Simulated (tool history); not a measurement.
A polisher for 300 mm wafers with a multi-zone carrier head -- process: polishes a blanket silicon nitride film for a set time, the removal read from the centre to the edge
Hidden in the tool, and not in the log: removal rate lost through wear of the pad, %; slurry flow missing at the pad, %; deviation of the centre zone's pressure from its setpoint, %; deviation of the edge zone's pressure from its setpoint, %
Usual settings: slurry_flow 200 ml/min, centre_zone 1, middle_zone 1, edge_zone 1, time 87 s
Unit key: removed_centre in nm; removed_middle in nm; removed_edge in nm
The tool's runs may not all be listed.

run,hour,slurry_flow,centre_zone,middle_zone,edge_zone,time,wafers since the last listed run,wafers polished on this pad,hours since the slurry nozzle was cleaned,hours since the centre zone pressure was calibrated,hours since the edge zone pressure was calibrated,hours since the carrier head's membrane was replaced,"incoming thickness of the incoming film, nm",removed_centre,removed_middle,removed_edge
1,0,200,1,1,1.07,87,0,23,627.8,369.1,1093.2,1712,720.2,177.5,192.5,195.9
2,17.1,200,1,1,1,87,177,200,644.9,386.2,1110.3,1729.1,718.9,177.5,187.8,191
3,25.3,200,1,1,1,87,84,285,653.1,394.4,1118.5,1737.3,720.4,177.7,188.2,189.5
4,31.9,200,1,1,1,87,68,353,659.7,401,1125.1,1743.9,706.6,172.5,187.4,186.7
5,49.7,200,1,1,1,64,184,538,677.5,418.8,1142.9,1761.7,709.3,127.1,135.9,137.3
6,65.8,200,1,1,1,64,166,704,693.6,434.9,1159,1777.8,713.6,126,136.3,137.2
7,78.1,200,1,1,1,64,127,832,705.9,447.2,1171.3,1790.1,730.3,122,134.8,135.6
# hour 85.8: centre zone pressure recalibrated
# hour 87.9: slurry nozzle cleaned
8,88.4,200,1,1,1,87,75,908,0.5,2.6,1181.6,1800.4,714,181.7,181.9,180.3
9,101.9,200,1,1,1,87,139,1047,14,16.1,1195.1,1813.9,712.6,179.2,180.1,183.3
# hour 114.1: edge zone pressure recalibrated
# hour 117.5: worn pad replaced by a new one
10,118,200,1,0.97,1,62,111,5,30.1,32.2,3.9,1830,717,138.4,131.8,139
# hour 129.6: carrier head's membrane replaced by a new one
11,131.2,200,0.92,1,1,77,84,90,43.3,45.4,17.1,1.6,713,158.5,166.7,171.1
12,140.7,170,1,1.09,1.04,87,98,189,52.8,54.9,26.6,11.1,726.7,186.4,195.4,192
13,154.1,200,1.08,1,0.88,87,138,327,66.2,68.3,40,24.5,720.5,201.3,187.9,178.2
14,165.9,200,1,1,1,87,122,450,78,80.1,51.8,36.3,706.9,190.8,186.1,186.4
15,181.5,265,1,1,1,87,161,611,93.6,95.7,67.4,51.9,719.5,189.3,192.5,190.8
16,191.4,200,1,0.97,1,62,102,714,103.5,105.6,77.3,61.8,721.6,131.2,127.6,132.8
17,232.6,200,0.94,0.94,1,87,426,1141,144.7,146.8,118.5,103,722,167.7,168.7,179.4
18,245.3,200,1.08,1,1,87,131,1272,157.4,159.5,131.2,115.7,715,187.7,175.4,178.4
19,252.7,200,1,1.09,1,87,76,1349,164.8,166.9,138.6,123.1,730.1,173,189.6,179.5

Alternative continuations, all from the tool just after run 19; predict every row:
A,253.2,200,1,1,1,87,5,1354,165.3,167.4,139.1,123.6,727.5,?,?,?
B,253.2,200,1.09,0.93,1,99,5,1354,165.3,167.4,139.1,123.6,727.5,?,?,?
C,253.2,200,0.96,1.08,1,103,5,1354,165.3,167.4,139.1,123.6,727.5,?,?,?
D,253.2,255,1,1.11,0.96,87,5,1354,165.3,167.4,139.1,123.6,727.5,?,?,?
E,253.2,200,1.12,1,1,87,5,1354,165.3,167.4,139.1,123.6,727.5,?,?,?

run,removed_centre,removed_middle,removed_edge
A,177.2,175.2,177.6
B,216.6,188.6,202.3
C,202.9,220.2,210.1
D,182.8,195.2,178.3
E,194.8,175.1,177.6
With the hidden condition removed and each run's random variation left untouched, the same runs would have given:
run,removed_centre,removed_middle,removed_edge
A,197,190.2,192.8
B,240.7,204.7,219.6
C,225.6,239,228.1
D,203.2,212,193.6
E,216.5,190.1,192.8
